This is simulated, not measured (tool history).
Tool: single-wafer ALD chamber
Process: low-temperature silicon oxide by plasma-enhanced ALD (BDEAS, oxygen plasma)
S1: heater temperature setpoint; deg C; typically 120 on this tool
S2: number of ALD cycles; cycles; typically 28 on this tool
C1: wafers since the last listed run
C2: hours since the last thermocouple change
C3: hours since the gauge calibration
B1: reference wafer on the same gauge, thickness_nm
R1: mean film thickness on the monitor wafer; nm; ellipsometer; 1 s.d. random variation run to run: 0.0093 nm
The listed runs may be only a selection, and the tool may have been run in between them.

run      day   S1  S2    C1      C2      C3     B1     R1
  1        0  114  27     0   926.5  1487.3  3.482  3.669
  2    3.621  114  27   696  1013.4  1574.2   3.48  3.668
  3    5.754  132  28   410  1064.6  1625.4  3.481   3.66
  4    8.358  116  27   501  1127.1  1687.9  3.481  3.636
       9.992  -- gauge calibrated
  5   12.175  116  27   734  1218.7    52.4  3.481  3.645
  6   19.404  116  27  1391  1392.2   225.9  3.479  3.644
  7   22.583  120  28   611  1468.5   302.2  3.482  3.746
  8   26.717  120  28   795  1567.7   401.4  3.481  3.738
  9   29.383  120  28   513  1631.7   465.4  3.481  3.758
 10   33.742  120  28   838  1736.3     570  3.481  3.754
 11   35.654  120  28   368  1782.2   615.9   3.48  3.761
 12   37.554  120  28   365  1827.8   661.5  3.479   3.77
 13   39.612  120  25   396  1877.2   710.9  3.484  3.348
 14   42.562  120  25   567    1948   781.7  3.479  3.373
 15   44.838  120  28   437  2002.6   836.3  3.482  3.758
 16   46.504  120  28   320  2042.6   876.3  3.477  3.762
 17   49.546  120  28   585  2115.6   949.3   3.48  3.776
 18   52.708  120  28   608  2191.5  1025.2  3.479  3.764
      54.808  -- thermocouple changed; heater temperature recalibrated
 19   56.558  120  28   676      42  1117.6  3.482  3.715
 20   58.738  120  28   419    94.3  1169.9   3.48  3.713
 21   62.229  120  28   671   178.1  1253.7  3.478  3.728
 22   65.962  120  28   718   267.7  1343.3  3.483  3.718
 23   67.538  120  28   303   305.5  1381.1  3.482  3.741
 24   70.138  120  28   500   367.9  1443.5   3.48  3.717
 25   74.504  120  28   840   472.7  1548.3  3.479  3.731
 26   76.712  108  33   425   525.7  1601.3  3.483  4.497
 27   79.383  120  26   514   589.8  1665.4  3.484  3.455
      82.346  -- gauge calibrated
 28   83.621  105  28   815   691.5    30.6  3.481  3.837
 29   85.725  120  23   404     742    81.1   3.48  3.064
 30   87.733  106  32   386   790.2   129.3  3.481  4.373
 31   90.521  132  32   536   857.1   196.2  3.483   4.17
 32   96.229  129  33  1098   994.1   333.2   3.48  4.323
 33   99.642  120  28   656    1076   415.1  3.481  3.737
 34  103.283  120  32   700  1163.4   502.5  3.481  4.267
 35    105.9  120  28   503  1226.2   565.3   3.48  3.739
 36  108.308  120  28   463    1284   623.1  3.479  3.739
 37  114.621  131  26  1214  1435.5   774.6  3.476   3.39
 38  117.371  109  28   529  1501.5   840.6  3.479   3.85
 39  121.833  130  28   858  1608.6   947.7  3.483  3.694
 40  124.383  129  33   490  1669.8  1008.9   3.48   4.35

What does the tool deliver on the next run?
 41  126.725  108  31  450  1726  1065.1   ?   ?

{"run 41": {"B1": 3.48, "R1": 4.26}}
With the hidden condition absent and the run-to-run variation left alone, this run would have shown R1 4.212 nm.
